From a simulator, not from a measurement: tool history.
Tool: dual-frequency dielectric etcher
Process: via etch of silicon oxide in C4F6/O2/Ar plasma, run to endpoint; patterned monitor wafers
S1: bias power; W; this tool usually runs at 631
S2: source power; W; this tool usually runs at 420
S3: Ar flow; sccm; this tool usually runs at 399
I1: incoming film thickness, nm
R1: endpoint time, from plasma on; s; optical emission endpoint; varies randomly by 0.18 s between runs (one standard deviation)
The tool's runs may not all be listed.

run,hour,S1,S2,S3,I1,R1
1,0,683,470,399,150.7,27.7
2,33.3,683,470,399,151,27.5
3,45.4,683,470,399,152,27.8
4,81.2,631,420,399,150,29.5
5,93.7,631,420,399,151,29.9
6,122.6,631,420,399,152.1,30.1
7,146.4,686,420,399,151.6,29.2
8,175.3,686,420,399,150.4,29.3
9,206.5,631,460,461,151.1,29.5
10,224.1,631,460,461,150.1,29.4
11,244.9,506,420,399,150.5,32.3
12,278.6,631,420,347,150.7,30
# hour 333.6: upper electrode replaced
13,334.1,631,420,399,151.1,30.7
14,345.6,631,510,299,152.5,27.9
15,358.8,689,470,485,150.7,28.5

Forecast run 16:
# hour 384: bias power generator calibrated
16,384.5,674,480,399,151.1,?

R1: 28.3 s
Were there no unlogged condition in the tool, this run, its random variation unchanged, would have produced R1 27.2 s.
